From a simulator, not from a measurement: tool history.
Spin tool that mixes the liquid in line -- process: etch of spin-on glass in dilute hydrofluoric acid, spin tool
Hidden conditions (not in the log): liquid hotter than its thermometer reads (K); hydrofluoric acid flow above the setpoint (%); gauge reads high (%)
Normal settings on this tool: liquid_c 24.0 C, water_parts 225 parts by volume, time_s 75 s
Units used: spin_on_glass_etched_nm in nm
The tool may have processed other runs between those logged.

run	hour	liquid_c	water_parts	time_s	wafers since the last listed run	hours since the thermometer was replaced	hours since the hydrofluoric acid flow meter was replaced	hours since the gauge calibration	read-back film thickness of the spin-on glass reference wafer, read on the same gauge (nm)	spin_on_glass_etched_nm
1	0.0	24.0	225	90	0	488.8	410.4	956.1	70.02	17.08
2	64.2	24.0	225	75	702	553.0	474.6	1020.3	70.02	14.22
# hour 71.7: thermometer replaced
3	92.2	24.0	225	75	295	20.5	502.6	1048.3	70.02	13.82
4	133.8	24.0	225	75	455	62.1	544.2	1089.9	70.02	13.67
5	185.7	24.0	225	75	567	114.0	596.1	1141.8	69.98	13.85
6	224.8	24.0	225	75	427	153.1	635.2	1180.9	69.97	13.82
# hour 239.2: hydrofluoric acid flow meter replaced
7	381.1	26.0	200	75	1698	309.4	141.9	1337.2	69.99	17.40
8	423.7	26.0	200	75	466	352.0	184.5	1379.8	70.03	17.37
9	474.2	24.0	305	105	552	402.5	235.0	1430.3	69.99	13.32
10	510.5	24.0	305	105	397	438.8	271.3	1466.6	69.99	13.46
11	552.1	24.0	305	105	455	480.4	312.9	1508.2	69.99	13.38
12	620.1	24.0	225	75	743	548.4	380.9	1576.2	69.94	14.22
13	650.9	24.0	225	75	336	579.2	411.7	1607.0	70.04	14.14
# hour 656.7: thermometer replaced
14	681.6	24.0	290	75	324	24.9	442.4	1637.7	70.03	9.98
15	727.9	24.0	290	75	506	71.2	488.7	1684.0	70.00	10.04
16	759.6	26.0	225	40	346	102.9	520.4	1715.7	69.98	7.89
# hour 798.0: hydrofluoric acid flow meter replaced
17	812.8	29.0	310	110	571	156.1	14.8	1768.9	69.99	15.70
18	837.3	25.5	120	75	268	180.6	39.3	1793.4	69.96	30.61
19	904.0	26.0	305	105	729	247.3	106.0	1860.1	70.01	14.08
20	931.7	24.0	225	75	303	275.0	133.7	1887.8	70.02	13.75
21	965.3	21.0	140	75	367	308.6	167.3	1921.4	70.01	21.79
# hour 1006.7: gauge calibrated
22	1033.2	29.0	130	75	742	376.5	235.2	26.5	69.96	32.39
23	1097.7	24.0	315	75	705	441.0	299.7	91.0	70.03	9.17
24	1160.3	20.5	225	95	684	503.6	362.3	153.6	69.96	15.79
# hour 1219.0: thermometer replaced
25	1308.3	24.0	225	75	1608	89.3	510.3	301.6	70.03	13.86
26	1341.1	24.0	225	75	358	122.1	543.1	334.4	69.94	13.98
27	1412.7	27.5	135	55	783	193.7	614.7	406.0	70.02	21.67
# hour 1474.7: hydrofluoric acid flow meter replaced
28	1475.2	24.0	225	75	672	256.2	0.5	468.5	70.04	13.90
29	1521.7	24.0	175	75	508	302.7	47.0	515.0	70.01	18.90
30	1573.1	27.5	315	60	562	354.1	98.4	566.4	70.04	8.22

Predict each of these 4 candidate next runs independently; none follows another, all start after run 30:
A	1573.5	24.0	225	110	4	354.5	98.8	566.8	?	?
B	1573.5	20.0	140	115	4	354.5	98.8	566.8	?	?
C	1573.5	20.0	260	75	4	354.5	98.8	566.8	?	?
D	1573.5	20.5	225	75	4	354.5	98.8	566.8	?	?

run	read-back film thickness of the spin-on glass reference wafer, read on the same gauge (nm)	spin_on_glass_etched_nm
A	70.01	20.44
B	70.01	32.33
C	70.01	10.06
D	70.01	12.25
Stripped of hidden state, with their random variation kept, the same runs would have yielded:
run	spin_on_glass_etched_nm
A	19.70
B	31.06
C	9.69
D	11.80
